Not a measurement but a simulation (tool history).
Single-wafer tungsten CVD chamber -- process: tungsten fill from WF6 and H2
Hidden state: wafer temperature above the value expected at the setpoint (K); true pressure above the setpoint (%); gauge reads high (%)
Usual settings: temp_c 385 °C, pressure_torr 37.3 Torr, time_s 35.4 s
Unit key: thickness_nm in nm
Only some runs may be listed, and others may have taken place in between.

run	hour	temp_c	pressure_torr	time_s	wafers since the last listed run	hours since the last thermocouple change	hours since the last manometer calibration	hours since the showerhead was replaced	hours since the gauge calibration	read-back reference wafer on the same gauge, thickness_nm	thickness_nm
1	0	385	37.3	35.4	0	1483.8	2188.5	5246.4	1465.8	88.591	91.304
2	91	385	39.5	35.4	1351	1574.8	2279.5	5337.4	1556.8	88.629	93.348
3	143	385	43.2	39.1	772	1626.8	2331.5	5389.4	1608.8	88.527	108.496
4	230.8	385	43.2	39.1	1304	1714.6	2419.3	5477.2	1696.6	88.602	108.85
5	282.8	385	41.4	37.9	772	1766.6	2471.3	5529.2	1748.6	88.594	102.115
6	340.8	379	41.8	35.4	861	1824.6	2529.3	5587.2	1806.6	88.585	87.071
7	427.7	379	41.8	35.4	1291	1911.5	2616.2	5674.1	1893.5	88.66	86.883
8	535.6	379	41.8	35.4	1602	2019.4	2724.1	5782	2001.4	88.567	86.878
9	600.1	385	37.3	40.8	958	2083.9	2788.6	5846.5	2065.9	88.595	105.446
# hour 656.6: capacitance manometer re-zeroed and calibrated
10	681	374	37.3	35.4	1083	2164.8	24.4	5927.4	2146.8	88.602	72.479
11	772.8	385	42.1	35.4	1363	2256.6	116.2	6019.2	2238.6	88.568	93.523
12	821.6	385	42.1	35.4	724	2305.4	165	6068	2287.4	88.569	93.928
13	907.2	395	37.3	35.4	1271	2391	250.6	6153.6	2373	88.599	104.934
14	984	395	37.3	35.4	1140	2467.8	327.4	6230.4	2449.8	88.614	105.174
# hour 1007.4: gauge calibrated
15	1151.8	385	37.3	32.9	2492	2635.6	495.2	6398.2	144.4	88.561	82.534
16	1256.1	379	34.1	35.4	1549	2739.9	599.5	6502.5	248.7	88.67	76.584
17	1304.3	385	42.6	29.4	716	2788.1	647.7	6550.7	296.9	88.618	78.844
# hour 1316.8: capacitance manometer re-zeroed and calibrated, repeated, since the last time left the tool worse
18	1378	385	44.5	40.9	976	2861.8	61.2	6624.4	370.6	88.593	114.346
19	1428.1	385	37.3	35.4	744	2911.9	111.3	6674.5	420.7	88.692	90.388
# hour 1499.3: thermocouple changed; heater temperature recalibrated
20	1507.4	378	31.2	40.5	1059	8.1	190.6	6753.8	500	88.594	83.707
21	1547.2	378	37.3	39.7	591	47.9	230.4	6793.6	539.8	88.622	89.707
22	1653.1	385	37.3	35.4	1573	153.8	336.3	6899.5	645.7	88.64	90.531
23	1725.1	385	41.3	35.4	1069	225.8	408.3	6971.5	717.7	88.551	95.857
24	1819.3	395	43.2	35.4	1399	320	502.5	7065.7	811.9	88.638	115.483
# hour 1863.6: showerhead replaced
25	1904.2	385	37.3	35.4	1142	404.9	587.4	40.6	896.8	88.618	90.956
26	1974.3	395	45.3	30.3	1041	475	657.5	110.7	966.9	88.62	101.883
27	2018	385	37.3	35.4	649	518.7	701.2	154.4	1010.6	88.604	91.151
28	2118.3	385	37.3	35.4	1490	619	801.5	254.7	1110.9	88.62	90.814
29	2191	394	37.3	39.5	1080	691.7	874.2	327.4	1183.6	88.588	118.644
30	2236.5	385	37.3	35.4	675	737.2	919.7	372.9	1229.1	88.624	91.015
31	2333.8	375	42.8	31.1	1445	834.5	1017	470.2	1326.4	88.653	71.732
32	2504.9	374	37.3	31.4	2541	1005.6	1188.1	641.3	1497.5	88.563	66.562
33	2594.3	385	37.3	35.4	1328	1095	1277.5	730.7	1586.9	88.655	91.712
34	2630.9	375	32.7	32.8	543	1131.6	1314.1	767.3	1623.5	88.637	66.435

Per-run results on a tool with no hidden state, each run keeping its own random variation:
run	thickness_nm
1	90.304
2	92.326
3	107.318
4	107.658
5	100.976
6	86.095
7	85.903
8	85.891
9	104.23
10	74.011
11	95.33
12	95.67
13	106.769
14	106.906
15	83.733
16	77.627
17	79.864
18	114.027
19	90.057
20	83.3
21	89.226
22	89.925
23	95.146
24	114.53
25	90.116
26	100.907
27	90.225
28	89.826
29	117.298
30	89.957
31	70.88
32	65.699
33	90.49
34	65.533
